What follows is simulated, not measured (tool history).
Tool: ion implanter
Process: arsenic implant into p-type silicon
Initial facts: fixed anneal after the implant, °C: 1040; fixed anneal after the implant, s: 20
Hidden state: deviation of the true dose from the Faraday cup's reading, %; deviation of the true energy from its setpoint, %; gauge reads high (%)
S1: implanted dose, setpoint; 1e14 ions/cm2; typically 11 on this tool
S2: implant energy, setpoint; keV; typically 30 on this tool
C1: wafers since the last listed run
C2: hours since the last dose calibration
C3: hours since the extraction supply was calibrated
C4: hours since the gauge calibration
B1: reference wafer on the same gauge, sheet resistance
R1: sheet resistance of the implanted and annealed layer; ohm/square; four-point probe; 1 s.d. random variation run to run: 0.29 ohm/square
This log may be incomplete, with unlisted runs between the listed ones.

run,hour,S1,S2,C1,C2,C3,C4,B1,R1
1,0,11,30,0,1785.2,5526.1,563.9,100.07,113.48
2,21.7,11,30,415,1806.9,5547.8,585.6,99.97,113.49
3,34.9,11,30,252,1820.1,5561,598.8,99.98,113.94
4,57.8,11,34,438,1843,5583.9,621.7,100.03,111.8
5,81.3,11,34,449,1866.5,5607.4,645.2,100.03,111.52
6,100.2,12.55,30,361,1885.4,5626.3,664.1,99.97,105.78
7,126.8,11,30,509,1912,5652.9,690.7,100.01,113.96
8,159.7,11,30,629,1944.9,5685.8,723.6,99.95,114.47
9,195.2,11,30,679,1980.4,5721.3,759.1,99.96,113.67
10,289.2,11,30,1799,2074.4,5815.3,853.1,100.02,113.89
11,323.8,11,30,662,2109,5849.9,887.7,100.05,113.79
# hour 340.8: Faraday cup replaced and dose calibrated
12,346.7,11,30,285,5.9,5872.8,910.6,99.98,117.25
13,374.1,11,36.5,524,33.3,5900.2,938,99.95,112.71
14,387.6,8.74,20.5,258,46.8,5913.7,951.5,100,143.49
# hour 449.1: gauge calibrated
15,495.4,13.63,37,2063,154.6,6021.5,46.3,100,97.73
16,528.4,9.06,27,631,187.6,6054.5,79.3,99.98,133.75
# hour 557: extraction supply calibrated
17,557.5,11,24,403,216.7,0.5,108.4,99.99,120.19
18,575.7,11,30,348,234.9,18.7,126.6,99.98,116.05
19,639.6,12.06,22,1223,298.8,82.6,190.5,99.98,114.79
20,659.2,11,30,375,318.4,102.2,210.1,99.99,115.87
21,689.1,13.9,36.5,572,348.3,132.1,240,100.01,96.86
22,723.4,11,30,656,382.6,166.4,274.3,99.93,115.05
23,743.2,11,30,379,402.4,186.2,294.1,100.03,115.21
24,766.5,13.68,21,446,425.7,209.5,317.4,99.99,108.7
25,780.6,12.95,23,269,439.8,223.6,331.5,99.96,109.94

Forecast each of these 3 alternatives for the next run:
A,781,11,22.5,7,440.2,224,331.9,?,?
B,781,13.74,37.5,7,440.2,224,331.9,?,?
C,781,9.39,40,7,440.2,224,331.9,?,?

run,B1,R1
A,99.96,120.86
B,99.96,96.99
C,99.96,122.21
Had the tool no hidden state, the same runs would have come out as:
run,R1
A,123.13
B,98.74
C,124.88
